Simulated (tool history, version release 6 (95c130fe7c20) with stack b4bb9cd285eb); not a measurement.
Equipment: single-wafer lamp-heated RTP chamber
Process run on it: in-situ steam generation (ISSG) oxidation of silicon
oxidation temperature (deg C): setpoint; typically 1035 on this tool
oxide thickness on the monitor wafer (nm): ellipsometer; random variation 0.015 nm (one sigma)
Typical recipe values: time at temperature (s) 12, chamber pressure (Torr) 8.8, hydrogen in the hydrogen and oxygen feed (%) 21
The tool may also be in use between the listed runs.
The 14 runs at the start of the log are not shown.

| run | day | oxidation temperature (deg C) | time at temperature (s) | chamber pressure (Torr) | hydrogen in the hydrogen and oxygen feed (%) | read-back reference wafer on the same gauge, thickness | oxide thickness on the monitor wafer (nm) |
|---|---|---|---|---|---|---|---|
| 15 | 13.025 | 1054 | 12 | 8.8 | 27 | 4.627 | 6.101 |
| 16 | 14.054 | 1035 | 12 | 8.8 | 21 | 4.623 | 5.210 |
| 17 | 15.488 | 1041 | 14 | 9.8 | 29 | 4.626 | 6.186 |
| 18 | 16.912 | 1035 | 12 | 8.3 | 12 | 4.619 | 4.622 |
| 19 | 18.238 | 1035 | 12 | 8.8 | 30 | 4.625 | 5.759 |
| 20 | 19.079 | 1020 | 14 | 8.8 | 24 | 4.618 | 5.413 |
|  | 20.062 | gauge calibrated |
| 21 | 21.983 | 1035 | 12 | 8.8 | 21 | 4.617 | 5.244 |
| 22 | 23.162 | 1035 | 12 | 8.8 | 21 | 4.618 | 5.227 |
| 23 | 24.542 | 1015 | 16 | 7.8 | 15 | 4.622 | 5.115 |
| 24 | 26.017 | 1035 | 11 | 8.8 | 21 | 4.618 | 5.008 |
| 25 | 27.212 | 1035 | 14 | 7.8 | 12 | 4.624 | 4.957 |
| 26 | 27.746 | 1043 | 12 | 7.4 | 21 | 4.622 | 5.452 |
| 27 | 28.346 | 1049 | 10 | 8.0 | 21 | 4.627 | 5.130 |
| 28 | 29.821 | 1035 | 13 | 10.2 | 21 | 4.620 | 5.287 |
| 29 | 30.779 | 1035 | 12 | 8.8 | 21 | 4.613 | 5.207 |
| 30 | 31.529 | 1035 | 12 | 8.8 | 26 | 4.620 | 5.508 |

What if the next run were any one of these 5? Each begins from the tool's condition after run 30:
| A | 31.546 | 1035 | 12 | 8.8 | 21 | ? | ? |
| B | 31.546 | 1054 | 9 | 8.3 | 29 | ? | ? |
| C | 31.546 | 1054 | 14 | 9.6 | 14 | ? | ? |
| D | 31.546 | 1035 | 12 | 8.4 | 21 | ? | ? |
| E | 31.546 | 1035 | 12 | 8.8 | 27 | ? | ? |

| run | read-back reference wafer on the same gauge, thickness | oxide thickness on the monitor wafer (nm) |
|---|---|---|
| A | 4.622 | 5.226 |
| B | 4.622 | 5.427 |
| C | 4.622 | 5.572 |
| D | 4.622 | 5.244 |
| E | 4.622 | 5.566 |
What these runs would have given with no unlogged condition in the tool:
| run | oxide thickness on the monitor wafer (nm) |
|---|---|
| A | 5.226 |
| B | 5.427 |
| C | 5.572 |
| D | 5.244 |
| E | 5.566 |
